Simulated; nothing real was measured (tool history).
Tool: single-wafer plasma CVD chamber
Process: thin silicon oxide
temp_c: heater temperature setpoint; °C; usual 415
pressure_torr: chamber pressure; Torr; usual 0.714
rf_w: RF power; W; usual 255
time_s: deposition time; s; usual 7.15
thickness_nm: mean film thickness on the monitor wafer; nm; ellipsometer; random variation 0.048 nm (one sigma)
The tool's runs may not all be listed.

run   hour  temp_c  pressure_torr  rf_w  time_s  read-back reference wafer on the same gauge, thickness_nm  thickness_nm
  1      0     415          0.714   255    7.15                                                     11.695        12.874
  2   45.6     415          0.714   240    7.15                                                     11.713        12.574
  3   82.3     415          0.714   240    7.15                                                     11.719        12.568
  4  161.7     415          0.714   240    7.15                                                     11.701        12.616
  5  212.6     415          0.714   280    7.15                                                     11.714        13.325
  6  306.5     415          0.714   280    7.15                                                     11.706        12.554
  7  408.1     419          0.714   290    7.15                                                     11.702        12.703
  8  479.7     421          0.854   255    6.13                                                     11.674        11.915
  9  537.4     404          0.714   230    7.15                                                     11.694        11.825
 10  585.2     415          0.714   225    7.15                                                     11.721        11.626
 11  630.2     427          0.714   255    7.15                                                     11.695        12.085
 12  669.1     415          0.714   255    7.15                                                     11.694        12.231
 13  763.2     419          0.714   290    7.15                                                     11.686        12.788
 14  819.9     415          0.866   255    7.15                                                     11.673        14.043
 15  903.5     424          0.714   300    7.15                                                     11.698        12.951

Taken out of this log: 6 entries between the listed runs. Where each belongs, and how the hidden state differs across it:
Between runs 3 and 4: gauge calibrated (hour 125.7)
  true pressure above the setpoint (%): 8.43 -> 8.67
  measured less the result without the state, thickness_nm: +0.749 -> +0.772 nm
Between runs 5 and 6: capacitance manometer re-zeroed and calibrated (hour 304.3)
  true pressure above the setpoint (%): 8.83 -> -0.341
  measured less the result without the state, thickness_nm: +0.828 -> -0.033 nm
Between runs 8 and 9: showerhead replaced (hour 536.9)
  true pressure above the setpoint (%): 0.191 -> 0.369
  measured less the result without the state, thickness_nm: +0.016 -> +0.034 nm
Between runs 9 and 10: gauge calibrated (hour 570.2)
  true pressure above the setpoint (%): 0.369 -> 0.516
  measured less the result without the state, thickness_nm: +0.034 -> +0.045 nm
Between runs 12 and 13: thermocouple changed; heater temperature recalibrated (hour 682.7); RF generator calibrated (hour 713.4)
  true pressure above the setpoint (%): 0.773 -> 1.06
  measured less the result without the state, thickness_nm: +0.072 -> +0.103 nm

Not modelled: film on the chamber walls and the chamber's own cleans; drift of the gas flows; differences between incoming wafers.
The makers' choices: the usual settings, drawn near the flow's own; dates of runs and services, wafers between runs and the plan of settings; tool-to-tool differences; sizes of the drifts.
